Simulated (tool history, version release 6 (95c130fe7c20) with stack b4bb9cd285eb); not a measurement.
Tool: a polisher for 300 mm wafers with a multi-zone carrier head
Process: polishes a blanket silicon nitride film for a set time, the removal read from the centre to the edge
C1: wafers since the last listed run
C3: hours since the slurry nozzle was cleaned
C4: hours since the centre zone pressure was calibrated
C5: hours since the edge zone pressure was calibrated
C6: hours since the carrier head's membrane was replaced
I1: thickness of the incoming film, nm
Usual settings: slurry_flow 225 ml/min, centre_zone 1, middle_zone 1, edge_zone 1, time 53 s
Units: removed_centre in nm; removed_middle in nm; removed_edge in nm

Run 1, hour 0: usual settings; C1 0; wafers polished on this pad 5; C3 316.1; C4 1356.8; C5 487.2; C6 1498.9; I1 930.6. Result: removed_centre 77.5 nm, removed_middle 78.5 nm, removed_edge 80 nm.
At hour 11.1: centre zone pressure recalibrated.
Run 2, hour 11.7: usual settings; C1 102; wafers polished on this pad 107; C3 327.8; C4 0.6; C5 498.9; C6 1510.6; I1 927.9. Result: removed_centre 76.3 nm, removed_middle 78.9 nm, removed_edge 78.7 nm.
Run 3, hour 46: usual settings; C1 364; wafers polished on this pad 472; C3 362.1; C4 34.9; C5 533.2; C6 1544.9; I1 921.2. Result: removed_centre 76.4 nm, removed_middle 79.5 nm, removed_edge 78.9 nm.
Run 4, hour 53: usual settings; C1 74; wafers polished on this pad 546; C3 369.1; C4 41.9; C5 540.2; C6 1551.9; I1 923.4. Result: removed_centre 75.7 nm, removed_middle 79.7 nm, removed_edge 79.8 nm.
Run 5, hour 68: usual settings but slurry_flow 265 ml/min, edge_zone 0.89, time 63 s; C1 159; wafers polished on this pad 705; C3 384.1; C4 56.9; C5 555.2; C6 1566.9; I1 931.6. Result: removed_centre 93 nm, removed_middle 96.1 nm, removed_edge 90.2 nm.
Run 6, hour 74.3: usual settings; C1 66; wafers polished on this pad 772; C3 390.4; C4 63.2; C5 561.5; C6 1573.2; I1 911.7. Result: removed_centre 75.7 nm, removed_middle 78.1 nm, removed_edge 77.7 nm.
Run 7, hour 84.6: usual settings but centre_zone 1.04; C1 109; wafers polished on this pad 881; C3 400.7; C4 73.5; C5 571.8; C6 1583.5; I1 918.2. Result: removed_centre 79.9 nm, removed_middle 77.3 nm, removed_edge 78.4 nm.
At hour 102.7: slurry nozzle cleaned.
At hour 106.8: worn pad replaced by a new one.
Run 8, hour 117.6: usual settings but slurry_flow 165 ml/min, centre_zone 1.06, middle_zone 0.95, edge_zone 1.12; C1 297; wafers polished on this pad 114; C3 14.9; C4 106.5; C5 604.8; C6 1616.5; I1 939.8. Result: removed_centre 70.2 nm, removed_middle 66.4 nm, removed_edge 74.4 nm.
Run 9, hour 171.1: usual settings but slurry_flow 175 ml/min; C1 567; wafers polished on this pad 682; C3 68.4; C4 160; C5 658.3; C6 1670; I1 927.5. Result: removed_centre 66.6 nm, removed_middle 68.5 nm, removed_edge 73.7 nm.
Run 10, hour 178.3: usual settings but slurry_flow 265 ml/min; C1 76; wafers polished on this pad 758; C3 75.6; C4 167.2; C5 665.5; C6 1677.2; I1 937.9. Result: removed_centre 74.4 nm, removed_middle 75.4 nm, removed_edge 76.9 nm.
Run 11, hour 190.4: usual settings but slurry_flow 255 ml/min, middle_zone 1.11, edge_zone 0.91; C1 128; wafers polished on this pad 887; C3 87.7; C4 179.3; C5 677.6; C6 1689.3; I1 940.4. Result: removed_centre 73 nm, removed_middle 81 nm, removed_edge 73 nm.
At hour 196.9: carrier head's membrane replaced by a new one.
Run 12, hour 208.2: usual settings; C1 135; wafers polished on this pad 1023; C3 105.5; C4 197.1; C5 695.4; C6 11.3; I1 941.7. Result: removed_centre 69.8 nm, removed_middle 71.9 nm, removed_edge 73.5 nm.
At hour 224: slurry nozzle cleaned, repeated, since the last time left the tool worse.
At hour 224.1: worn pad replaced by a new one.
At hour 228.1: edge zone pressure recalibrated.
Run 13, hour 228.6: usual settings; C1 183; wafers polished on this pad 26; C3 4.6; C4 217.5; C5 0.5; C6 31.7; I1 919.1. Result: removed_centre 79.3 nm, removed_middle 80.7 nm, removed_edge 80 nm.
Run 14, hour 234.9: usual settings but slurry_flow 300 ml/min, centre_zone 0.94, middle_zone 0.9; C1 66; wafers polished on this pad 93; C3 10.9; C4 223.8; C5 6.8; C6 38; I1 923.3. Result: removed_centre 77 nm, removed_middle 77 nm, removed_edge 82.3 nm.
Run 15, hour 250.9: usual settings but centre_zone 1.07; C1 169; wafers polished on this pad 263; C3 26.9; C4 239.8; C5 22.8; C6 54; I1 923.9. Result: removed_centre 85.6 nm, removed_middle 80.2 nm, removed_edge 77.8 nm.
Run 16, hour 265.6: usual settings but centre_zone 0.96, edge_zone 0.94, time 36 s; C1 156; wafers polished on this pad 419; C3 41.6; C4 254.5; C5 37.5; C6 68.7; I1 921.5. Result: removed_centre 51.5 nm, removed_middle 55 nm, removed_edge 51.9 nm.
Run 17, hour 278: usual settings; C1 131; wafers polished on this pad 551; C3 54; C4 266.9; C5 49.9; C6 81.1; I1 931.9. Result: removed_centre 80.1 nm, removed_middle 78.9 nm, removed_edge 79.5 nm.
Run 18, hour 293: usual settings but centre_zone 1.08; C1 159; wafers polished on this pad 710; C3 69; C4 281.9; C5 64.9; C6 96.1; I1 929.2. Result: removed_centre 85.4 nm, removed_middle 81.3 nm, removed_edge 80.2 nm.
Run 19, hour 301.5: usual settings but slurry_flow 300 ml/min; C1 90; wafers polished on this pad 800; C3 77.5; C4 290.4; C5 73.4; C6 104.6; I1 933.3. Result: removed_centre 80.9 nm, removed_middle 83.9 nm, removed_edge 82.1 nm.
Run 20, hour 317.2: usual settings but centre_zone 0.92, edge_zone 1.11, time 41 s; C1 166; wafers polished on this pad 967; C3 93.2; C4 306.1; C5 89.1; C6 120.3; I1 925.1. Result: removed_centre 55.8 nm, removed_middle 61.4 nm, removed_edge 66.1 nm.
Run 21, hour 328.1: usual settings but slurry_flow 155 ml/min, centre_zone 0.89, middle_zone 0.9, time 60 s; C1 115; wafers polished on this pad 1083; C3 104.1; C4 317; C5 100; C6 131.2; I1 948.1. Result: removed_centre 74.5 nm, removed_middle 79 nm, removed_edge 86.8 nm.
At hour 336.7: worn pad replaced by a new one.
Run 22, hour 381.8: usual settings but slurry_flow 285 ml/min, middle_zone 1.06, time 46 s; C1 527; wafers polished on this pad 478; C3 157.8; C4 370.7; C5 153.7; C6 184.9; I1 938.9. Result: removed_centre 70.9 nm, removed_middle 74 nm, removed_edge 71 nm.
Run 23, hour 390.5: usual settings but slurry_flow 290 ml/min, centre_zone 0.96, edge_zone 1.06; C1 92; wafers polished on this pad 570; C3 166.5; C4 379.4; C5 162.4; C6 193.6; I1 948.2. Result: removed_centre 77.8 nm, removed_middle 81.9 nm, removed_edge 84.5 nm.

Measured less the same run without the tool's hidden state. The same run-to-run variation is in both; the gauge's scatter may not be:
The hidden state here: removal rate lost through wear of the pad, %; slurry flow missing at the pad, %; deviation of the centre zone's pressure from its setpoint, %; deviation of the edge zone's pressure from its setpoint, %.
run  removed_centre  removed_middle  removed_edge
  1            -2.6            -2.3          -1.8
  2            -2.6            -2.4          -1.8
  3            -2.9            -2.7            -2
  4            -2.9            -2.7          -2.1
  5            -3.2            -2.9          -2.1
  6            -3.1            -2.9          -2.1
  7            -3.3            -2.8          -2.1
  8           -10.5            -8.7          -6.6
  9           -10.4            -9.4          -6.9
 10            -7.9            -7.1          -5.3
 11            -8.3            -8.1          -5.3
 12            -9.2            -8.3          -6.1
 13            -0.3            -0.3          -0.2
 14            -0.3            -0.2          -0.2
 15            -0.5            -0.4          -0.3
 16            -0.3            -0.3          -0.3
 17            -0.6            -0.5          -0.4
 18            -0.7            -0.6          -0.4
 19            -0.5            -0.5          -0.4
 20            -0.6            -0.5          -0.5
 21            -1.1              -1          -0.9
 22            -0.8            -0.8          -0.6
 23              -1            -0.9          -0.7

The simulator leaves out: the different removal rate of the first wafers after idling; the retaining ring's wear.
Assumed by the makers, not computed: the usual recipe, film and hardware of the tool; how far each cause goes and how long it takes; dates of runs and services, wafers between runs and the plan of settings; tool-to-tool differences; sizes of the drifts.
